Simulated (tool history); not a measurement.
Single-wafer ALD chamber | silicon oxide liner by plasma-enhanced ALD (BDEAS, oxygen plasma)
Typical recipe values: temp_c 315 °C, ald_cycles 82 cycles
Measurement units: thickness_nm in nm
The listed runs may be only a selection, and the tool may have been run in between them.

| run | hour | temp_c | ald_cycles | wafers since the last listed run | hours since the last thermocouple change | hours since the gauge calibration | read-back reference wafer on the same gauge, thickness_nm | thickness_nm |
|---|---|---|---|---|---|---|---|---|
| 1 | 0 | 315 | 92 | 0 | 805.6 | 651.5 | 6.389 | 8.183 |
|  | 15.7 | gauge calibrated |
| 2 | 29.5 | 315 | 92 | 128 | 835.1 | 13.8 | 6.403 | 8.164 |
| 3 | 45.3 | 324 | 82 | 68 | 850.9 | 29.6 | 6.403 | 7.197 |
| 4 | 60.4 | 315 | 82 | 65 | 866 | 44.7 | 6.394 | 7.293 |
| 5 | 95.2 | 315 | 82 | 151 | 900.8 | 79.5 | 6.398 | 7.298 |
| 6 | 113.3 | 315 | 82 | 78 | 918.9 | 97.6 | 6.404 | 7.283 |
| 7 | 147.6 | 315 | 82 | 149 | 953.2 | 131.9 | 6.401 | 7.303 |
| 8 | 180.2 | 315 | 82 | 142 | 985.8 | 164.5 | 6.397 | 7.302 |
| 9 | 197.7 | 303 | 82 | 76 | 1003.3 | 182 | 6.396 | 7.423 |
| 10 | 232.7 | 303 | 82 | 152 | 1038.3 | 217 | 6.407 | 7.42 |
| 11 | 257.6 | 303 | 82 | 108 | 1063.2 | 241.9 | 6.397 | 7.418 |
| 12 | 275.3 | 315 | 82 | 77 | 1080.9 | 259.6 | 6.397 | 7.304 |
| 13 | 295.5 | 315 | 82 | 88 | 1101.1 | 279.8 | 6.4 | 7.312 |
| 14 | 316.2 | 315 | 82 | 90 | 1121.8 | 300.5 | 6.399 | 7.278 |
| 15 | 334.5 | 315 | 82 | 79 | 1140.1 | 318.8 | 6.394 | 7.313 |
| 16 | 366 | 315 | 82 | 137 | 1171.6 | 350.3 | 6.4 | 7.296 |
| 17 | 384.1 | 315 | 74 | 78 | 1189.7 | 368.4 | 6.404 | 6.605 |
| 18 | 415.8 | 315 | 82 | 138 | 1221.4 | 400.1 | 6.389 | 7.295 |
| 19 | 503.7 | 304 | 82 | 383 | 1309.3 | 488 | 6.396 | 7.417 |
| 20 | 528.5 | 304 | 82 | 108 | 1334.1 | 512.8 | 6.403 | 7.417 |
| 21 | 545.5 | 315 | 73 | 74 | 1351.1 | 529.8 | 6.4 | 6.49 |
| 22 | 558.9 | 315 | 73 | 58 | 1364.5 | 543.2 | 6.393 | 6.513 |
|  | 577.4 | gauge calibrated |
| 23 | 583.4 | 319 | 82 | 106 | 1389 | 6 | 6.406 | 7.299 |
| 24 | 606.7 | 306 | 82 | 101 | 1412.3 | 29.3 | 6.406 | 7.382 |
| 25 | 620.2 | 320 | 73 | 58 | 1425.8 | 42.8 | 6.408 | 6.475 |
|  | 632.1 | thermocouple changed; heater temperature recalibrated |
| 26 | 641.6 | 315 | 82 | 58 | 9.5 | 64.2 | 6.404 | 7.308 |
| 27 | 659.6 | 315 | 82 | 78 | 27.5 | 82.2 | 6.401 | 7.314 |
| 28 | 682.6 | 315 | 82 | 100 | 50.5 | 105.2 | 6.399 | 7.327 |
| 29 | 714.4 | 326 | 82 | 138 | 82.3 | 137 | 6.402 | 7.195 |
| 30 | 738.3 | 315 | 69 | 104 | 106.2 | 160.9 | 6.407 | 6.142 |
| 31 | 769.4 | 327 | 98 | 135 | 137.3 | 192 | 6.407 | 8.555 |
| 32 | 799.7 | 315 | 72 | 132 | 167.6 | 222.3 | 6.398 | 6.415 |
| 33 | 821.9 | 304 | 82 | 96 | 189.8 | 244.5 | 6.395 | 7.424 |
| 34 | 842.6 | 308 | 66 | 90 | 210.5 | 265.2 | 6.405 | 5.928 |
| 35 | 915.9 | 323 | 89 | 319 | 283.8 | 338.5 | 6.408 | 7.831 |
| 36 | 932.1 | 326 | 67 | 70 | 300 | 354.7 | 6.409 | 5.881 |
| 37 | 967.8 | 324 | 78 | 155 | 335.7 | 390.4 | 6.397 | 6.877 |
| 38 | 983.9 | 306 | 75 | 70 | 351.8 | 406.5 | 6.402 | 6.749 |
| 39 | 1012 | 315 | 82 | 122 | 379.9 | 434.6 | 6.397 | 7.297 |
| 40 | 1031.6 | 303 | 69 | 85 | 399.5 | 454.2 | 6.402 | 6.235 |
| 41 | 1048.8 | 315 | 75 | 75 | 416.7 | 471.4 | 6.401 | 6.653 |
| 42 | 1074.3 | 305 | 82 | 111 | 442.2 | 496.9 | 6.403 | 7.382 |
| 43 | 1100.7 | 303 | 96 | 115 | 468.6 | 523.3 | 6.397 | 8.682 |
| 44 | 1116.5 | 327 | 66 | 68 | 484.4 | 539.1 | 6.403 | 5.79 |
| 45 | 1135.9 | 315 | 92 | 84 | 503.8 | 558.5 | 6.404 | 8.178 |

What if the next run were any one of these 4? Each begins from the tool's condition after run 45:
| A | 1136.4 | 315 | 82 | 2 | 504.3 | 559 | ? | ? |
| B | 1136.4 | 308 | 97 | 2 | 504.3 | 559 | ? | ? |
| C | 1136.4 | 324 | 69 | 2 | 504.3 | 559 | ? | ? |
| D | 1136.4 | 300 | 98 | 2 | 504.3 | 559 | ? | ? |

| run | read-back reference wafer on the same gauge, thickness_nm | thickness_nm |
|---|---|---|
| A | 6.398 | 7.286 |
| B | 6.398 | 8.695 |
| C | 6.398 | 6.062 |
| D | 6.398 | 8.872 |
Stripped of hidden state, with their random variation kept, the same runs would have yielded:
| run | thickness_nm |
|---|---|
| A | 7.286 |
| B | 8.695 |
| C | 6.062 |
| D | 8.872 |
